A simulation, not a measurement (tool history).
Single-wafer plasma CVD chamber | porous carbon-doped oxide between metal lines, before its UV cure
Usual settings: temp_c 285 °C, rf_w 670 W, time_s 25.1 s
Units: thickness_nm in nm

| run | hour | temp_c | rf_w | time_s | read-back reference wafer on the same gauge, thickness_nm | thickness_nm |
|---|---|---|---|---|---|---|
| 1 | 0 | 285 | 670 | 25.1 | 183.784 | 181.652 |
| 2 | 66.1 | 285 | 670 | 25.1 | 183.911 | 181.88 |
| 3 | 164.4 | 285 | 670 | 25.1 | 183.942 | 181.603 |
| 4 | 217.5 | 285 | 670 | 25.1 | 184.042 | 181.871 |
| 5 | 264.8 | 285 | 670 | 25.1 | 184.299 | 183.312 |
| 6 | 347.1 | 285 | 705 | 27 | 183.832 | 200.036 |
| 7 | 433.6 | 285 | 705 | 27 | 184.095 | 200.485 |
| 8 | 497.1 | 285 | 670 | 25.1 | 183.896 | 179.024 |
| 9 | 542.7 | 285 | 670 | 25.1 | 184.156 | 180.478 |
|  | 551.3 | showerhead replaced |
|  | 577.8 | gauge calibrated |
| 10 | 608.7 | 271 | 670 | 28.8 | 183.885 | 227.811 |
|  | 686 | thermocouple changed; heater temperature recalibrated |
| 11 | 690.8 | 285 | 670 | 25.1 | 183.939 | 194.383 |
| 12 | 730.3 | 285 | 625 | 27.9 | 184.173 | 208.772 |
|  | 760.3 | RF generator calibrated |
| 13 | 825.2 | 289 | 755 | 25.1 | 183.819 | 198.502 |
| 14 | 888.8 | 272 | 670 | 25.1 | 184.141 | 213.008 |
| 15 | 1123.5 | 292 | 765 | 20.3 | 183.922 | 159.497 |
| 16 | 1223.1 | 285 | 670 | 25.1 | 184.114 | 193.535 |
| 17 | 1324.2 | 285 | 670 | 25.1 | 184.026 | 194.229 |
| 18 | 1416.8 | 285 | 670 | 25.1 | 184.036 | 192.771 |
| 19 | 1465.2 | 291 | 560 | 25.1 | 184.031 | 170.562 |
| 20 | 1505.5 | 297 | 625 | 27.4 | 183.697 | 187.063 |
| 21 | 1543.6 | 285 | 570 | 28.4 | 184.116 | 201.656 |
|  | 1567.2 | thermocouple changed; heater temperature recalibrated, repeated, since the last time left the tool worse |
| 22 | 1632.6 | 279 | 670 | 25.1 | 183.86 | 190.907 |
| 23 | 1692.9 | 285 | 670 | 25.1 | 183.627 | 182.96 |
| 24 | 1752.8 | 276 | 780 | 27.2 | 183.929 | 226.919 |
| 25 | 1824.8 | 285 | 760 | 29 | 184.163 | 224.452 |
| 26 | 1882 | 285 | 670 | 25.1 | 183.921 | 183.105 |
| 27 | 1981.1 | 280 | 570 | 25.1 | 183.941 | 176.141 |
|  | 2047.4 | RF generator calibrated |
| 28 | 2073.7 | 276 | 670 | 23 | 183.634 | 179.303 |
| 29 | 2177.4 | 273 | 620 | 20.9 | 184.062 | 161.715 |
| 30 | 2233.2 | 271 | 555 | 21.8 | 184.214 | 162.186 |
| 31 | 2319.5 | 297 | 670 | 25.1 | 184.197 | 168.738 |
| 32 | 2444 | 296 | 630 | 25.1 | 184.062 | 163.651 |
| 33 | 2547.6 | 278 | 670 | 25.1 | 183.789 | 190.971 |

Some steps in thickness_nm between neighbouring runs. How much of each would the tool show without its hidden state too (settings, what came in, random variation), and how much is left for the hidden state, with any gauge scatter that isn't in both results?
The hidden state here: wafer temperature above the value expected at the setpoint (K); delivered RF power above the setpoint (%); gauge reads high (%).
Run 9 -> 10: temp_c 285 -> 271, time_s 25.1 -> 28.8, showerhead replaced, gauge calibrated. thickness_nm +47.333 nm: hidden state -1.586, all else +48.919.
Run 10 -> 11: temp_c 271 -> 285, time_s 28.8 -> 25.1, thermocouple changed; heater temperature recalibrated. thickness_nm -33.428 nm: hidden state +15.437, all else -48.865.
Run 14 -> 15: temp_c 272 -> 292, rf_w 670 -> 765, time_s 25.1 -> 20.3. thickness_nm -53.511 nm: hidden state -4.115, all else -49.396.
Run 21 -> 22: temp_c 285 -> 279, rf_w 570 -> 670, time_s 28.4 -> 25.1, thermocouple changed; heater temperature recalibrated, repeated, since the last time left the tool worse. thickness_nm -10.749 nm: hidden state -10.326, all else -0.423.
Run 23 -> 24: temp_c 285 -> 276, rf_w 670 -> 780, time_s 25.1 -> 27.2. thickness_nm +43.959 nm: hidden state -0.149, all else +44.108.
